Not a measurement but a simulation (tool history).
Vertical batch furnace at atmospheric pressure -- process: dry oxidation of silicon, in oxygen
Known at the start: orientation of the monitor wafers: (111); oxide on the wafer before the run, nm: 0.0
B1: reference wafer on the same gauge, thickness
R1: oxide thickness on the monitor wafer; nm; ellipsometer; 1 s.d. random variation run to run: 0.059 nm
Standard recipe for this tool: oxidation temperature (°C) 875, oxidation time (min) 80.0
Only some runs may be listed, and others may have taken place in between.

{"run": 1, "hour": 0.0, "oxidation temperature (°C)": 892, "oxidation time (min)": 80.0, "B1": 28.52, "R1": 30.8}
{"run": 2, "hour": 23.7, "oxidation temperature (°C)": 892, "oxidation time (min)": 80.0, "B1": 28.49, "R1": 30.9}
{"run": 3, "hour": 48.5, "oxidation temperature (°C)": 875, "oxidation time (min)": 80.0, "B1": 28.5, "R1": 25.88}
{"run": 4, "hour": 64.5, "oxidation temperature (°C)": 875, "oxidation time (min)": 80.0, "B1": 28.48, "R1": 25.89}
{"run": 5, "hour": 86.6, "oxidation temperature (°C)": 858, "oxidation time (min)": 80.0, "B1": 28.5, "R1": 21.55}
{"run": 6, "hour": 136.0, "oxidation temperature (°C)": 858, "oxidation time (min)": 80.0, "B1": 28.51, "R1": 21.36}
{"run": 7, "hour": 141.9, "oxidation temperature (°C)": 875, "oxidation time (min)": 80.0, "B1": 28.49, "R1": 25.81}
{"run": 8, "hour": 161.6, "oxidation temperature (°C)": 855, "oxidation time (min)": 48.5, "B1": 28.49, "R1": 14.48}
{"run": 9, "hour": 185.7, "oxidation temperature (°C)": 855, "oxidation time (min)": 48.5, "B1": 28.49, "R1": 14.45}
{"run": 10, "hour": 228.0, "oxidation temperature (°C)": 855, "oxidation time (min)": 48.5, "B1": 28.5, "R1": 14.43}
{"run": 11, "hour": 238.1, "oxidation temperature (°C)": 875, "oxidation time (min)": 67.5, "B1": 28.5, "R1": 22.9}
{"run": 12, "hour": 253.4, "oxidation temperature (°C)": 875, "oxidation time (min)": 48.5, "B1": 28.49, "R1": 18.16}
{"run": 13, "hour": 279.3, "oxidation temperature (°C)": 875, "oxidation time (min)": 99.5, "B1": 28.49, "R1": 30.05}
{"run": 14, "hour": 308.8, "oxidation temperature (°C)": 875, "oxidation time (min)": 99.5, "B1": 28.52, "R1": 30.03}
{"run": 15, "hour": 339.5, "oxidation temperature (°C)": 861, "oxidation time (min)": 102.5, "B1": 28.51, "R1": 26.47}
{"run": 16, "hour": 359.8, "oxidation temperature (°C)": 875, "oxidation time (min)": 93.0, "B1": 28.51, "R1": 28.64}
{"run": 17, "hour": 394.1, "oxidation temperature (°C)": 886, "oxidation time (min)": 111.5, "B1": 28.5, "R1": 36.53}
{"run": 18, "hour": 412.2, "oxidation temperature (°C)": 875, "oxidation time (min)": 80.0, "B1": 28.51, "R1": 25.71}
{"run": 19, "hour": 433.3, "oxidation temperature (°C)": 869, "oxidation time (min)": 80.0, "B1": 28.5, "R1": 24.21}
{"run": 20, "hour": 456.7, "oxidation temperature (°C)": 890, "oxidation time (min)": 46.5, "B1": 28.51, "R1": 20.69}
{"run": 21, "hour": 484.8, "oxidation temperature (°C)": 875, "oxidation time (min)": 114.5, "B1": 28.48, "R1": 33.19}
{"run": 22, "hour": 499.4, "oxidation temperature (°C)": 867, "oxidation time (min)": 69.5, "B1": 28.51, "R1": 21.55}
{"run": 23, "hour": 534.6, "oxidation temperature (°C)": 863, "oxidation time (min)": 108.5, "B1": 28.5, "R1": 28.0}
{"run": 24, "hour": 566.5, "oxidation temperature (°C)": 897, "oxidation time (min)": 91.0, "B1": 28.51, "R1": 35.52}
{"run": 25, "hour": 592.7, "oxidation temperature (°C)": 875, "oxidation time (min)": 68.5, "B1": 28.5, "R1": 23.25}
{"run": 26, "hour": 614.2, "oxidation temperature (°C)": 875, "oxidation time (min)": 103.5, "B1": 28.5, "R1": 30.85}
{"run": 27, "hour": 649.3, "oxidation temperature (°C)": 875, "oxidation time (min)": 80.0, "B1": 28.47, "R1": 25.81}
{"run": 28, "hour": 664.2, "oxidation temperature (°C)": 875, "oxidation time (min)": 80.0, "B1": 28.5, "R1": 25.76}
{"run": 29, "hour": 677.5, "oxidation temperature (°C)": 859, "oxidation time (min)": 80.0, "B1": 28.49, "R1": 21.79}
{"run": 30, "hour": 697.9, "oxidation temperature (°C)": 875, "oxidation time (min)": 80.0, "B1": 28.5, "R1": 25.81}
{"run": 31, "hour": 716.6, "oxidation temperature (°C)": 890, "oxidation time (min)": 99.5, "B1": 28.5, "R1": 35.29}
{"run": 32, "hour": 731.9, "oxidation temperature (°C)": 865, "oxidation time (min)": 80.0, "B1": 28.49, "R1": 23.11}
{"run": 33, "hour": 752.2, "oxidation temperature (°C)": 868, "oxidation time (min)": 119.0, "B1": 28.52, "R1": 31.62}
{"run": 34, "hour": 774.5, "oxidation temperature (°C)": 866, "oxidation time (min)": 98.0, "B1": 28.5, "R1": 26.9}
{"run": 35, "hour": 800.5, "oxidation temperature (°C)": 887, "oxidation time (min)": 69.5, "B1": 28.51, "R1": 26.51}
{"run": 36, "hour": 830.4, "oxidation temperature (°C)": 885, "oxidation time (min)": 80.0, "B1": 28.52, "R1": 28.75}
{"run": 37, "hour": 849.1, "oxidation temperature (°C)": 851, "oxidation time (min)": 65.5, "B1": 28.48, "R1": 17.09}
{"run": 38, "hour": 865.7, "oxidation temperature (°C)": 888, "oxidation time (min)": 80.0, "B1": 28.49, "R1": 29.54}

Not shown here: 3 entries made in the log between runs. Locate each between two listed runs and compare the hidden state at the listed run before it with the hidden state at the listed run after it:
In the gap between runs 5 and 6: boat lift adjusted (hour 135.5)
  no hidden state differs between the two runs
In the gap between runs 9 and 10: thermocouples replaced and temperature profile calibrated (hour 227.5)
  no hidden state differs between the two runs
In the gap between runs 22 and 23: gauge calibrated (hour 509.1)
  no hidden state differs between the two runs
